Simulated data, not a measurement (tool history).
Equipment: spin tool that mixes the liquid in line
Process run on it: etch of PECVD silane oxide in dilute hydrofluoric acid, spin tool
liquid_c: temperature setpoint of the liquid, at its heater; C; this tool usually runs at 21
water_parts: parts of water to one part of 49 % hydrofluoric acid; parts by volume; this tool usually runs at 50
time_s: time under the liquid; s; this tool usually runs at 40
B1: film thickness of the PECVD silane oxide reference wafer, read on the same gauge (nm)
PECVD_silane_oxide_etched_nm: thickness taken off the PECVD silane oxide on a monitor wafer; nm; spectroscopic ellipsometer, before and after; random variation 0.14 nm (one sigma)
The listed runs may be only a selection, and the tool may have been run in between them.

run 1 day=0 | liquid_c=21 water_parts=50 time_s=40 | B1=113.38 | PECVD_silane_oxide_etched_nm=20.52
run 2 day=3.188 | liquid_c=21 water_parts=50 time_s=40 | B1=113.46 | PECVD_silane_oxide_etched_nm=20.13
run 3 day=4.9 | liquid_c=21 water_parts=55 time_s=30 | B1=113.49 | PECVD_silane_oxide_etched_nm=13.71
run 4 day=6.5 | liquid_c=21 water_parts=55 time_s=30 | B1=113.48 | PECVD_silane_oxide_etched_nm=13.62
run 5 day=8.425 | liquid_c=21 water_parts=55 time_s=30 | B1=113.56 | PECVD_silane_oxide_etched_nm=13.84
run 6 day=11.233 | liquid_c=21 water_parts=50 time_s=40 | B1=113.57 | PECVD_silane_oxide_etched_nm=20.42
run 7 day=13.092 | liquid_c=21 water_parts=50 time_s=40 | B1=113.61 | PECVD_silane_oxide_etched_nm=20.25
-- day=13.846 gauge calibrated
run 8 day=16.938 | liquid_c=21 water_parts=50 time_s=40 | B1=110.91 | PECVD_silane_oxide_etched_nm=19.88
run 9 day=18.508 | liquid_c=22.5 water_parts=70 time_s=50 | B1=111.2 | PECVD_silane_oxide_etched_nm=18.44
-- day=18.575 thermometer replaced
run 10 day=20.35 | liquid_c=21 water_parts=50 time_s=40 | B1=111.57 | PECVD_silane_oxide_etched_nm=19.89
run 11 day=24.596 | liquid_c=18.5 water_parts=50 time_s=40 | B1=112.2 | PECVD_silane_oxide_etched_nm=17.91
run 12 day=28.042 | liquid_c=17 water_parts=50 time_s=40 | B1=112.59 | PECVD_silane_oxide_etched_nm=17.08
-- day=30.067 hydrofluoric acid flow meter replaced
run 13 day=30.833 | liquid_c=19 water_parts=40 time_s=25 | B1=112.89 | PECVD_silane_oxide_etched_nm=14.77
run 14 day=33.721 | liquid_c=18 water_parts=50 time_s=25 | B1=113.13 | PECVD_silane_oxide_etched_nm=11
run 15 day=37.675 | liquid_c=21 water_parts=50 time_s=25 | B1=113.34 | PECVD_silane_oxide_etched_nm=12.68
run 16 day=41.329 | liquid_c=21 water_parts=50 time_s=40 | B1=113.53 | PECVD_silane_oxide_etched_nm=20.24

State the hidden condition of the tool at each of the runs:
liquid hotter than its thermometer reads (K): 0 on each run
hydrofluoric acid flow below the setpoint (%): 0 on each run
H1: gauge reads high (%)
run=1 H1=3.09
run=2 H1=3.16
run=3 H1=3.19
run=4 H1=3.21
run=5 H1=3.24
run=6 H1=3.27
run=7 H1=3.29
run=8 H1=0.818
run=9 H1=1.11
run=10 H1=1.42
run=11 H1=2.01
run=12 H1=2.37
run=13 H1=2.61
run=14 H1=2.82
run=15 H1=3.04
run=16 H1=3.2
